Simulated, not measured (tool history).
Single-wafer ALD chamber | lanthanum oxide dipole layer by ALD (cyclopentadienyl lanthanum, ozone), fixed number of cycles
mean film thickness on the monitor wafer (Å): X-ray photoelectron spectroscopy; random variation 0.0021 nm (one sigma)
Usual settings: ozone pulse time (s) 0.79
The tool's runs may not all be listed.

run    hour  ozone pulse time (s)  wafers since the last listed run  hours since the last thermocouple change  hours since the last ozone generator service  hours since the showerhead was replaced  hours since the gauge calibration  read-back reference wafer on the same gauge, thickness_nm  mean film thickness on the monitor wafer (Å)
  1     0.0                  0.87                                 0                                     351.0                                         140.3                                   6128.8                              804.0                                                      0.397                                          4.66
  2    70.0                  0.87                              1614                                     421.0                                         210.3                                   6198.8                              874.0                                                      0.396                                          4.63
  3   106.7                  0.87                               846                                     457.7                                         247.0                                   6235.5                              910.7                                                      0.397                                          4.65
  4   178.5                  0.58                              1656                                     529.5                                         318.8                                   6307.3                              982.5                                                      0.397                                          4.06
  5   216.9                  0.58                               885                                     567.9                                         357.2                                   6345.7                             1020.9                                                      0.396                                          3.99
  6   259.3                  0.58                               978                                     610.3                                         399.6                                   6388.1                             1063.3                                                      0.397                                          4.03
  7   316.8                  0.79                              1326                                     667.8                                         457.1                                   6445.6                             1120.8                                                      0.397                                          4.42
  8   342.7                  0.61                               597                                     693.7                                         483.0                                   6471.5                             1146.7                                                      0.397                                          4.05
  9   408.6                  0.61                              1520                                     759.6                                         548.9                                   6537.4                             1212.6                                                      0.397                                          4.06
 10   433.7                  0.79                               579                                     784.7                                         574.0                                   6562.5                             1237.7                                                      0.397                                          4.39
 11   579.8                  0.55                              3370                                     930.8                                         720.1                                   6708.6                             1383.8                                                      0.397                                          3.89
 12   631.3                  0.79                              1188                                     982.3                                         771.6                                   6760.1                             1435.3                                                      0.397                                          4.34
      662.4  -- ozone generator serviced
 13   839.6                  0.79                              4621                                    1190.6                                         177.2                                   6968.4                             1643.6                                                      0.397                                          4.02
 14   903.0                  1.03                              1462                                    1254.0                                         240.6                                   7031.8                             1707.0                                                      0.397                                          4.40
      937.5  -- showerhead replaced
      946.0  -- thermocouple changed; heater temperature recalibrated
 15   958.4                  0.70                               909                                      12.4                                         296.0                                     20.9                             1762.4                                                      0.397                                          3.76
     1002.7  -- ozone generator serviced, repeated, since the last time left the tool worse
 16  1149.4                  0.88                              4222                                     203.4                                         146.7                                    211.9                             1953.4                                                      0.397                                          4.72
 17  1182.2                  0.79                               756                                     236.2                                         179.5                                    244.7                             1986.2                                                      0.397                                          4.55
 18  1232.0                  0.79                              1148                                     286.0                                         229.3                                    294.5                             2036.0                                                      0.397                                          4.50
 19  1266.0                  0.68                               784                                     320.0                                         263.3                                    328.5                             2070.0                                                      0.397                                          4.29
 20  1300.8                  0.53                               802                                     354.8                                         298.1                                    363.3                             2104.8                                                      0.396                                          3.96
 21  1347.4                  0.89                              1075                                     401.4                                         344.7                                    409.9                             2151.4                                                      0.397                                          4.65
 22  1393.3                  0.59                              1058                                     447.3                                         390.6                                    455.8                             2197.3                                                      0.397                                          4.07
 23  1447.9                  0.79                              1259                                     501.9                                         445.2                                    510.4                             2251.9                                                      0.397                                          4.47
     1466.9  -- gauge calibrated
 24  1506.5                  0.99                              1351                                     560.5                                         503.8                                    569.0                               39.6                                                      0.398                                          4.76
 25  1544.7                  1.08                               881                                     598.7                                         542.0                                    607.2                               77.8                                                      0.398                                          4.88
     1621.2  -- ozone generator serviced
 26  1621.7                  0.79                              1591                                     675.7                                           0.5                                    684.2                              154.8                                                      0.398                                          4.69
 27  1685.3                  0.92                              1467                                     739.3                                          64.1                                    747.8                              218.4                                                      0.397                                          4.82
 28  1826.5                  1.05                              3257                                     880.5                                         205.3                                    889.0                              359.6                                                      0.397                                          4.91
 29  1885.8                  0.99                              1368                                     939.8                                         264.6                                    948.3                              418.9                                                      0.396                                          4.80
 30  1932.1                  0.96                              1068                                     986.1                                         310.9                                    994.6                              465.2                                                      0.397                                          4.77
 31  1996.5                  0.62                              1485                                    1050.5                                         375.3                                   1059.0                              529.6                                                      0.397                                          4.11
 32  2037.3                  0.65                               941                                    1091.3                                         416.1                                   1099.8                              570.4                                                      0.397                                          4.15
 33  2068.2                  0.79                               712                                    1122.2                                         447.0                                   1130.7                              601.3                                                      0.397                                          4.47

Forecast each of these 5 alternatives for the next run:
  A  2068.6                  1.07                                 9                                    1122.6                                         447.4                                   1131.1                              601.7                                                          ?                                             ?
  B  2068.6                  1.10                                 9                                    1122.6                                         447.4                                   1131.1                              601.7                                                          ?                                             ?
  C  2068.6                  0.69                                 9                                    1122.6                                         447.4                                   1131.1                              601.7                                                          ?                                             ?
  D  2068.6                  0.51                                 9                                    1122.6                                         447.4                                   1131.1                              601.7                                                          ?                                             ?
  E  2068.6                  1.01                                 9                                    1122.6                                         447.4                                   1131.1                              601.7                                                          ?                                             ?

run  read-back reference wafer on the same gauge, thickness_nm  mean film thickness on the monitor wafer (Å)
  A                                                      0.397                                          4.87
  B                                                      0.397                                          4.91
  C                                                      0.397                                          4.26
  D                                                      0.397                                          3.86
  E                                                      0.397                                          4.80
Without the tool's hidden state the same runs would have given:
run  mean film thickness on the monitor wafer (Å)
  A                                          5.08
  B                                          5.11
  C                                          4.51
  D                                          4.12
  E                                          5.01
